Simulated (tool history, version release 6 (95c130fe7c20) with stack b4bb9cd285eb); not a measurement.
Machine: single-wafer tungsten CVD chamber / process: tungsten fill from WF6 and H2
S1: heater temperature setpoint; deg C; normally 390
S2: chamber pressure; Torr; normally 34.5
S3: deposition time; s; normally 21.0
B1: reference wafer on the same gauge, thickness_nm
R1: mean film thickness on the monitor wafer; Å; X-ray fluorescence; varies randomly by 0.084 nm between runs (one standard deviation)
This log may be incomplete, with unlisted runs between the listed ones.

run,hour,S1,S2,S3,B1,R1
1,0.0,390,34.5,21.0,57.692,479.21
2,34.3,390,34.5,21.0,57.699,476.72
3,54.2,390,34.5,21.0,57.692,476.13
4,89.3,390,34.5,21.0,57.716,472.40
5,110.0,390,34.5,21.0,57.694,471.74
6,129.3,390,34.5,21.0,57.699,471.09
7,145.2,379,34.5,21.0,57.694,379.74
# hour 154.2: gauge calibrated
8,161.0,390,34.5,18.4,57.680,411.76
9,183.6,390,34.5,21.0,57.691,467.62
10,203.3,390,34.5,21.0,57.707,465.63
11,224.9,390,34.5,21.0,57.690,464.63
# hour 277.1: capacitance manometer re-zeroed and calibrated
# hour 289.6: showerhead replaced
# hour 321.3: thermocouple changed; heater temperature recalibrated
12,321.8,390,34.5,23.6,57.691,584.39
13,341.5,390,34.5,19.2,57.688,475.88
14,368.9,404,34.5,22.9,57.710,726.34
15,430.4,379,34.5,18.5,57.726,370.56
16,448.7,399,27.0,17.1,57.717,433.70
17,463.5,402,27.0,17.9,57.696,480.08

Per-run results on a tool with no hidden state, each run keeping its own random variation:
The tool's hidden condition here consists of: wafer temperature above the value expected at the setpoint (K); true pressure above the setpoint (%); gauge reads high (%).
run,R1
1,518.10
2,517.36
3,517.86
4,515.86
5,516.37
6,516.83
7,418.70
8,453.43
9,516.35
10,515.38
11,515.65
12,580.25
13,472.51
14,721.66
15,367.90
16,430.95
17,477.24

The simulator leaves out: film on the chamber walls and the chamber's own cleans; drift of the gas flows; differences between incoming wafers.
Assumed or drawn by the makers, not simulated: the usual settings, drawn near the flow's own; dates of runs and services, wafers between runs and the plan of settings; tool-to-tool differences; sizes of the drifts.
